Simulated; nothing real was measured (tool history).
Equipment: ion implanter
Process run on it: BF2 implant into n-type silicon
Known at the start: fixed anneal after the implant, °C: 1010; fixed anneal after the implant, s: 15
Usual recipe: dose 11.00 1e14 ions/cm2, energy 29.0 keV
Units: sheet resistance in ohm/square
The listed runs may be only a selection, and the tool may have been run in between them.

run     day   dose  energy  wafers since the last listed run  hours since the last dose calibration  hours since the extraction supply was calibrated  hours since the gauge calibration  read-back reference wafer on the same gauge, sheet resistance  sheet resistance
  1   0.000  11.00    29.0                                 0                                 1040.2                                            4268.5                              142.9                                                         130.04            151.97
  2   0.521  11.00    29.0                               227                                 1052.7                                            4281.0                              155.4                                                         130.02            151.88
  3   0.888  11.00    29.0                               159                                 1061.5                                            4289.8                              164.2                                                         130.03            151.82
  4   1.533  11.00    29.0                               281                                 1077.0                                            4305.3                              179.7                                                         130.00            152.04
  5   2.079  11.00    29.0                               237                                 1090.1                                            4318.4                              192.8                                                         129.93            151.86
  6   2.592  12.80    35.0                               223                                 1102.4                                            4330.7                              205.1                                                         129.99            132.87
  7   2.846  11.00    29.0                               110                                 1108.5                                            4336.8                              211.2                                                         130.05            151.52
  8   3.167  11.00    29.0                               139                                 1116.2                                            4344.5                              218.9                                                         129.97            152.20
  9   3.879  11.00    29.0                               310                                 1133.3                                            4361.6                              236.0                                                         130.07            151.93
      4.371  -- Faraday cup replaced and dose calibrated
 10   4.392  12.72    33.0                                78                                    0.5                                            4373.9                              248.3                                                         129.98            136.66
 11   4.554  13.72    19.5                                70                                    4.4                                            4377.8                              252.2                                                         130.03            172.42
 12   5.275  13.72    19.5                               314                                   21.7                                            4395.1                              269.5                                                         129.98            172.51
      5.658  -- extraction supply calibrated
      5.671  -- gauge calibrated
 13   5.879   8.29    34.5                               118                                   36.2                                               5.3                                5.0                                                         130.00            162.51
 14   6.454   8.49    31.5                               250                                   50.0                                              19.1                               18.8                                                         130.13            164.73
 15   7.054  11.00    36.0                               261                                   64.4                                              33.5                               33.2                                                         129.93            138.57
 16   7.517   8.96    36.0                               201                                   75.5                                              44.6                               44.3                                                         130.06            152.94
 17   9.121  11.00    29.0                               699                                  114.0                                              83.1                               82.8                                                         130.07            152.34
 18   9.512  11.00    29.0                               170                                  123.4                                              92.5                               92.2                                                         129.99            151.93
 19   9.921   9.23    34.5                               178                                  133.2                                             102.3                              102.0                                                         130.00            152.69
 20  10.200  11.00    29.0                               121                                  139.9                                             109.0                              108.7                                                         130.08            151.82

Predict each of these 4 candidate next runs independently; none follows another, all start after run 20:
  A  10.217  11.89    29.0                                 7                                  140.3                                             109.4                              109.1                                                              ?                 ?
  B  10.217  11.00    38.0                                 7                                  140.3                                             109.4                              109.1                                                              ?                 ?
  C  10.217  13.99    34.5                                 7                                  140.3                                             109.4                              109.1                                                              ?                 ?
  D  10.217   8.67    34.5                                 7                                  140.3                                             109.4                              109.1                                                              ?                 ?

run  read-back reference wafer on the same gauge, sheet resistance  sheet resistance
  A                                                         130.04            148.02
  B                                                         130.04            135.67
  C                                                         130.04            130.62
  D                                                         130.04            158.19
With the hidden condition removed and each run's random variation left untouched, the same runs would have given:
run  sheet resistance
  A            148.02
  B            135.67
  C            130.62
  D            158.19

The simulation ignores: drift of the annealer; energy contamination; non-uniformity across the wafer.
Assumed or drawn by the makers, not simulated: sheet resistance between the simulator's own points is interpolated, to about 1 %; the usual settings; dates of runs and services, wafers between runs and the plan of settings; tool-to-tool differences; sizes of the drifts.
